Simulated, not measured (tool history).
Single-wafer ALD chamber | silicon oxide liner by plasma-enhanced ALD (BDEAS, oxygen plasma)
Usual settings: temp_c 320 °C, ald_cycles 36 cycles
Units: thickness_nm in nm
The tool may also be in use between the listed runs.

run	hour	temp_c	ald_cycles	wafers since the last listed run	hours since the last thermocouple change	hours since the gauge calibration	read-back reference wafer on the same gauge, thickness_nm	thickness_nm
1	0	326	32	0	955.4	134	3.611	2.978
2	37.7	326	32	441	993.1	171.7	3.61	2.969
3	96.5	326	32	689	1051.9	230.5	3.61	2.976
4	142.3	320	39	536	1097.7	276.3	3.614	3.661
5	181.7	320	34	461	1137.1	315.7	3.608	3.188
6	211.4	320	36	348	1166.8	345.4	3.612	3.388
7	272.9	320	36	720	1228.3	406.9	3.607	3.381
8	321.4	320	36	568	1276.8	455.4	3.612	3.367
9	351.2	320	36	349	1306.6	485.2	3.611	3.375
10	378.5	320	36	320	1333.9	512.5	3.611	3.378
11	434.1	326	40	651	1389.5	568.1	3.614	3.703
12	482	320	34	561	1437.4	616	3.612	3.195
# hour 512.1: thermocouple changed; heater temperature recalibrated
13	537.9	326	32	561	25.8	671.9	3.614	2.979
14	599	320	43	716	86.9	733	3.61	4.036
15	769.6	309	36	1999	257.5	903.6	3.609	3.433
# hour 777: gauge calibrated
16	803.4	320	32	396	291.3	26.4	3.61	2.996
17	864.3	329	32	713	352.2	87.3	3.611	2.959
18	898.7	310	43	403	386.6	121.7	3.612	4.11
19	934.6	320	36	420	422.5	157.6	3.606	3.373
20	975.7	305	43	481	463.6	198.7	3.614	4.142

Forecast each of these 4 alternatives for the next run:
A	976.1	312	36	4	464	199.1	?	?
B	976.1	335	36	4	464	199.1	?	?
C	976.1	309	34	4	464	199.1	?	?
D	976.1	334	41	4	464	199.1	?	?

run	read-back reference wafer on the same gauge, thickness_nm	thickness_nm
A	3.612	3.413
B	3.612	3.289
C	3.612	3.238
D	3.612	3.752
Without the tool's hidden state the same runs would have given:
run	thickness_nm
A	3.413
B	3.289
C	3.238
D	3.752
